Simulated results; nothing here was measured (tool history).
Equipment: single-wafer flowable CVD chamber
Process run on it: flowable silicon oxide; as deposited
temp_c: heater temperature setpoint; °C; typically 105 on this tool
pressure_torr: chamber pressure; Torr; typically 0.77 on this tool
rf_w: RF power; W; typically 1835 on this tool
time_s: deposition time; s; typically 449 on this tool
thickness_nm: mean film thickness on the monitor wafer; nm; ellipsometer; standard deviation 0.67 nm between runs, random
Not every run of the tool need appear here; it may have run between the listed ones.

run,hour,temp_c,pressure_torr,rf_w,time_s,"read-back reference wafer on the same gauge, thickness_nm",thickness_nm
1,0,105,0.77,1835,449,231.916,193.08
2,52.5,105,0.77,1835,449,231.941,191.741
3,83.7,105,0.77,1835,449,232.007,191.555
4,142.2,105,0.77,1835,449,231.924,192.46
5,204.3,105,0.77,1835,449,232.099,191.236
# hour 237.6: RF generator calibrated
6,238.1,105,0.77,1835,449,232.001,191.004
7,279.8,105,0.77,1835,449,231.766,190.547
# hour 297: capacitance manometer re-zeroed and calibrated
8,306.1,105,0.77,1835,449,232.082,189.351
# hour 347.1: showerhead replaced, of another model than before
9,348.5,94,0.669,1960,449,231.913,264.372
10,418.7,105,0.77,1835,487,232.012,205.017
# hour 435: gauge calibrated
11,480.8,105,0.77,1560,449,232.058,183.909
# hour 525.4: thermocouple changed; heater temperature recalibrated
12,542.6,105,0.77,1835,449,231.726,212.078
13,606.8,105,0.607,2165,449,231.779,186.418
14,678,97,0.77,1835,449,232.102,285.493
15,721,101,0.69,1655,370,231.904,185.221

Predict each of these 5 candidate next runs independently; none follows another, all start after run 15:
A,721.5,93,0.77,1835,449,?,?
B,721.5,113,0.933,1605,449,?,?
C,721.5,118,0.77,1835,518,?,?
D,721.5,96,0.77,1490,412,?,?
E,721.5,115,0.899,1835,449,?,?

run,"read-back reference wafer on the same gauge, thickness_nm",thickness_nm
A,231.589,332.648
B,231.589,175.566
C,231.589,153.282
D,231.589,261.755
E,231.589,163.593
Stripped of hidden state, with their random variation kept, the same runs would have yielded:
run,thickness_nm
A,342.501
B,180.322
C,157.013
D,269.362
E,167.972

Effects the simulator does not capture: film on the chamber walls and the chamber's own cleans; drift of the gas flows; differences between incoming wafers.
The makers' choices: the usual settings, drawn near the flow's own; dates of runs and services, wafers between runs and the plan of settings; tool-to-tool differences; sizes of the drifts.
